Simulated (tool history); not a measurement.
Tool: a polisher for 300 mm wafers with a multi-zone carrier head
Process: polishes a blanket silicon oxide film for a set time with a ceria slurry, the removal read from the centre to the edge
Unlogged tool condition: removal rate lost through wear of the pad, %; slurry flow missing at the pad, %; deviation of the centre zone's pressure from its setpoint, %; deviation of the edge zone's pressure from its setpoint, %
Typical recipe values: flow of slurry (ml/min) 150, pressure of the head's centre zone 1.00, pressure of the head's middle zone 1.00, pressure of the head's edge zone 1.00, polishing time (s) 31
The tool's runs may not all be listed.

| run | day | flow of slurry (ml/min) | pressure of the head's centre zone | pressure of the head's middle zone | pressure of the head's edge zone | polishing time (s) | wafers since the last listed run | wafers polished on this pad | hours since the slurry nozzle was cleaned | hours since the centre zone pressure was calibrated | hours since the edge zone pressure was calibrated | hours since the carrier head's membrane was replaced | incoming thickness of the incoming film, nm | film removed at the wafer's centre (nm) | film removed at mid-radius (nm) | film removed at the wafer's edge (nm) |
|---|---|---|---|---|---|---|---|---|---|---|---|---|---|---|---|---|
| 1 | 0.000 | 150 | 1.00 | 1.12 | 1.00 | 35 | 0 | 1157 | 407.1 | 32.7 | 988.3 | 785.3 | 762.9 | 204.7 | 223.0 | 207.8 |
| 2 | 0.446 | 150 | 1.07 | 1.08 | 1.11 | 31 | 144 | 1302 | 417.8 | 43.4 | 999.0 | 796.0 | 776.1 | 194.7 | 192.6 | 194.4 |
| 3 | 1.179 | 150 | 1.00 | 1.00 | 1.00 | 31 | 238 | 1540 | 435.4 | 61.0 | 1016.6 | 813.6 | 781.7 | 180.8 | 179.1 | 180.6 |
| 4 | 1.804 | 150 | 1.00 | 1.00 | 1.00 | 22 | 203 | 1743 | 450.4 | 76.0 | 1031.6 | 828.6 | 775.0 | 127.4 | 125.4 | 129.1 |
|  | 2.896 | slurry nozzle cleaned |
|  | 2.933 | worn pad replaced by a new one |
| 5 | 3.958 | 150 | 1.00 | 1.00 | 0.89 | 39 | 674 | 332 | 25.5 | 127.7 | 1083.3 | 880.3 | 781.6 | 234.4 | 232.3 | 226.7 |
| 6 | 4.688 | 175 | 0.95 | 0.92 | 1.00 | 36 | 237 | 569 | 43.0 | 145.2 | 1100.8 | 897.8 | 779.5 | 208.1 | 201.8 | 222.0 |
| 7 | 5.029 | 150 | 1.00 | 1.00 | 1.00 | 20 | 111 | 680 | 51.2 | 153.4 | 1109.0 | 906.0 | 775.1 | 119.6 | 115.5 | 121.5 |
| 8 | 5.338 | 150 | 1.00 | 1.05 | 1.00 | 31 | 100 | 781 | 58.6 | 160.8 | 1116.4 | 913.4 | 773.6 | 180.7 | 191.2 | 185.5 |
| 9 | 7.042 | 150 | 0.91 | 1.11 | 0.96 | 37 | 554 | 1335 | 99.5 | 201.7 | 1157.3 | 954.3 | 785.1 | 197.5 | 230.3 | 213.0 |
|  | 7.421 | edge zone pressure recalibrated |
| 10 | 7.783 | 180 | 1.00 | 1.08 | 1.00 | 31 | 214 | 1549 | 117.3 | 219.5 | 8.7 | 972.1 | 780.2 | 184.6 | 194.1 | 186.1 |
|  | 7.962 | worn pad replaced by a new one |
|  | 8.346 | carrier head's membrane replaced by a new one |
| 11 | 8.421 | 195 | 1.00 | 1.00 | 1.00 | 31 | 85 | 80 | 132.6 | 234.8 | 24.0 | 1.8 | 781.5 | 199.8 | 192.5 | 198.0 |
| 12 | 8.896 | 150 | 1.00 | 1.00 | 1.00 | 31 | 154 | 235 | 144.0 | 246.2 | 35.4 | 13.2 | 767.8 | 185.7 | 184.9 | 190.2 |
| 13 | 9.267 | 190 | 1.07 | 1.00 | 1.00 | 31 | 120 | 355 | 152.9 | 255.1 | 44.3 | 22.1 | 774.4 | 208.7 | 193.8 | 198.1 |
| 14 | 9.692 | 195 | 0.91 | 1.00 | 1.00 | 37 | 138 | 494 | 163.1 | 265.3 | 54.5 | 32.3 | 789.9 | 213.7 | 230.4 | 233.7 |
| 15 | 10.283 | 125 | 1.00 | 1.00 | 1.05 | 23 | 192 | 686 | 177.3 | 279.5 | 68.7 | 46.5 | 785.4 | 130.1 | 129.1 | 138.1 |
| 16 | 10.854 | 170 | 1.00 | 1.08 | 0.92 | 27 | 185 | 872 | 191.0 | 293.2 | 82.4 | 60.2 | 781.9 | 167.5 | 174.3 | 157.6 |
| 17 | 11.375 | 150 | 1.08 | 1.00 | 0.91 | 31 | 169 | 1041 | 203.5 | 305.7 | 94.9 | 72.7 | 782.5 | 195.9 | 177.3 | 178.8 |
| 18 | 11.871 | 150 | 1.00 | 1.00 | 1.06 | 35 | 161 | 1202 | 215.4 | 317.6 | 106.8 | 84.6 | 779.5 | 206.6 | 202.5 | 217.5 |
| 19 | 12.233 | 170 | 1.00 | 1.09 | 0.95 | 37 | 117 | 1320 | 224.1 | 326.3 | 115.5 | 93.3 | 781.8 | 219.8 | 238.3 | 215.7 |
| 20 | 13.675 | 130 | 1.00 | 1.00 | 0.90 | 31 | 468 | 1789 | 258.7 | 360.9 | 150.1 | 127.9 | 779.0 | 170.7 | 168.5 | 167.0 |
|  | 14.125 | worn pad replaced by a new one |
| 21 | 14.146 | 150 | 1.00 | 1.00 | 1.00 | 31 | 98 | 6 | 270.0 | 372.2 | 161.4 | 139.2 | 791.4 | 192.1 | 191.0 | 193.7 |
| 22 | 14.533 | 175 | 0.95 | 1.00 | 1.00 | 22 | 125 | 132 | 279.3 | 381.5 | 170.7 | 148.5 | 767.4 | 132.0 | 136.3 | 139.8 |
| 23 | 15.129 | 125 | 1.00 | 1.00 | 1.00 | 31 | 193 | 326 | 293.6 | 395.8 | 185.0 | 162.8 | 770.6 | 178.0 | 178.4 | 183.4 |

Alternative continuations, all from the tool just after run 23; predict every row:
| A | 15.146 | 150 | 1.00 | 1.00 | 1.00 | 31 | 5 | 331 | 294.0 | 396.2 | 185.4 | 163.2 | 787.6 | ? | ? | ? |
| B | 15.146 | 150 | 0.92 | 1.00 | 1.00 | 31 | 5 | 331 | 294.0 | 396.2 | 185.4 | 163.2 | 787.6 | ? | ? | ? |
| C | 15.146 | 150 | 1.00 | 1.12 | 0.95 | 31 | 5 | 331 | 294.0 | 396.2 | 185.4 | 163.2 | 787.6 | ? | ? | ? |

| run | film removed at the wafer's centre (nm) | film removed at mid-radius (nm) | film removed at the wafer's edge (nm) |
|---|---|---|---|
| A | 186.2 | 185.2 | 191.7 |
| B | 171.2 | 185.3 | 191.7 |
| C | 186.4 | 204.0 | 186.8 |
Without the tool's unlogged condition, the same runs would have read:
| run | film removed at the wafer's centre (nm) | film removed at mid-radius (nm) | film removed at the wafer's edge (nm) |
|---|---|---|---|
| A | 188.4 | 187.4 | 194.0 |
| B | 173.2 | 187.5 | 194.0 |
| C | 188.6 | 206.4 | 189.0 |
